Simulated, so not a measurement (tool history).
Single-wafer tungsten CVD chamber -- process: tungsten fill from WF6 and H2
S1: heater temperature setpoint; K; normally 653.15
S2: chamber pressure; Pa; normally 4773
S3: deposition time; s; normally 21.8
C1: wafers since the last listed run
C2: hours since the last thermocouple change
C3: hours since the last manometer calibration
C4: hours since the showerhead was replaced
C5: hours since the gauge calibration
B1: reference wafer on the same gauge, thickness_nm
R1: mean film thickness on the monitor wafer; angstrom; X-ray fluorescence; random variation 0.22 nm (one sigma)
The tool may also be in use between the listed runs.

run 1 day=0 | S1=653.15 S2=4773 S3=21.8 | C1=0 C2=1485 C3=1512.7 C4=4561.5 C5=503.1 | B1=50.655 | R1=433.49
run 2 day=1.996 | S1=653.15 S2=4773 S3=21.8 | C1=1029 C2=1532.9 C3=1560.6 C4=4609.4 C5=551 | B1=50.669 | R1=434.94
run 3 day=6.096 | S1=653.15 S2=4373 S3=21.8 | C1=2115 C2=1631.3 C3=1659 C4=4707.8 C5=649.4 | B1=50.657 | R1=408.61
run 4 day=17.571 | S1=653.15 S2=4373 S3=21.8 | C1=5920 C2=1906.7 C3=1934.4 C4=4983.2 C5=924.8 | B1=50.601 | R1=404.87
-- day=19.671 gauge calibrated
run 5 day=20.25 | S1=661.15 S2=3893 S3=21.8 | C1=1382 C2=1971 C3=1998.7 C4=5047.5 C5=13.9 | B1=50.76 | R1=438.85
run 6 day=23.604 | S1=661.15 S2=3893 S3=21.8 | C1=1730 C2=2051.5 C3=2079.2 C4=5128 C5=94.4 | B1=50.709 | R1=432.72
-- day=25.412 capacitance manometer re-zeroed and calibrated
run 7 day=28.008 | S1=661.15 S2=3893 S3=21.8 | C1=2100 C2=2157.2 C3=62.3 C4=5233.7 C5=200.1 | B1=50.643 | R1=432.24
run 8 day=32.071 | S1=665.15 S2=5653 S3=23.5 | C1=2096 C2=2254.7 C3=159.8 C4=5331.2 C5=297.6 | B1=50.68 | R1=610.26
-- day=33.708 showerhead replaced
run 9 day=35.946 | S1=653.15 S2=4773 S3=21.8 | C1=1827 C2=2347.7 C3=252.8 C4=53.7 C5=390.6 | B1=50.629 | R1=420.68
run 10 day=40.192 | S1=653.15 S2=4773 S3=21.8 | C1=2190 C2=2449.6 C3=354.7 C4=155.6 C5=492.5 | B1=50.658 | R1=414.38
-- day=40.529 thermocouple changed; heater temperature recalibrated
run 11 day=43.4 | S1=653.15 S2=5813 S3=21.8 | C1=1483 C2=68.9 C3=431.7 C4=232.6 C5=569.5 | B1=50.688 | R1=498.08
run 12 day=45.504 | S1=647.15 S2=4373 S3=19.6 | C1=1085 C2=119.4 C3=482.2 C4=283.1 C5=620 | B1=50.811 | R1=347.57
run 13 day=47.133 | S1=658.15 S2=4773 S3=21.8 | C1=840 C2=158.5 C3=521.3 C4=322.2 C5=659.1 | B1=50.748 | R1=490.72
run 14 day=51.075 | S1=653.15 S2=3640 S3=21.8 | C1=2033 C2=253.1 C3=615.9 C4=416.8 C5=753.7 | B1=50.719 | R1=390.31
run 15 day=53.088 | S1=653.15 S2=4466 S3=21.8 | C1=1038 C2=301.4 C3=664.2 C4=465.1 C5=802 | B1=50.809 | R1=435.37

5 ways to go on from here, each from the tool as it stands after run 15. What would each give?
run A day=53.104 | S1=653.15 S2=4773 S3=21.8 | C1=8 C2=301.8 C3=664.6 C4=465.5 C5=802.4 | B1=? | R1=?
run B day=53.104 | S1=653.15 S2=4773 S3=24.6 | C1=8 C2=301.8 C3=664.6 C4=465.5 C5=802.4 | B1=? | R1=?
run C day=53.104 | S1=666.15 S2=4173 S3=21.8 | C1=8 C2=301.8 C3=664.6 C4=465.5 C5=802.4 | B1=? | R1=?
run D day=53.104 | S1=653.15 S2=5093 S3=19.1 | C1=8 C2=301.8 C3=664.6 C4=465.5 C5=802.4 | B1=? | R1=?
run E day=53.104 | S1=643.15 S2=4773 S3=24.8 | C1=8 C2=301.8 C3=664.6 C4=465.5 C5=802.4 | B1=? | R1=?

run=A B1=50.792 R1=451.68
run=B B1=50.792 R1=509.97
run=C B1=50.792 R1=527.78
run=D B1=50.792 R1=409.14
run=E B1=50.792 R1=428.31
Without the tool's hidden state the same runs would have given:
run=A R1=461.4
run=B R1=520.93
run=C R1=538.35
run=D R1=417.94
run=E R1=437.78
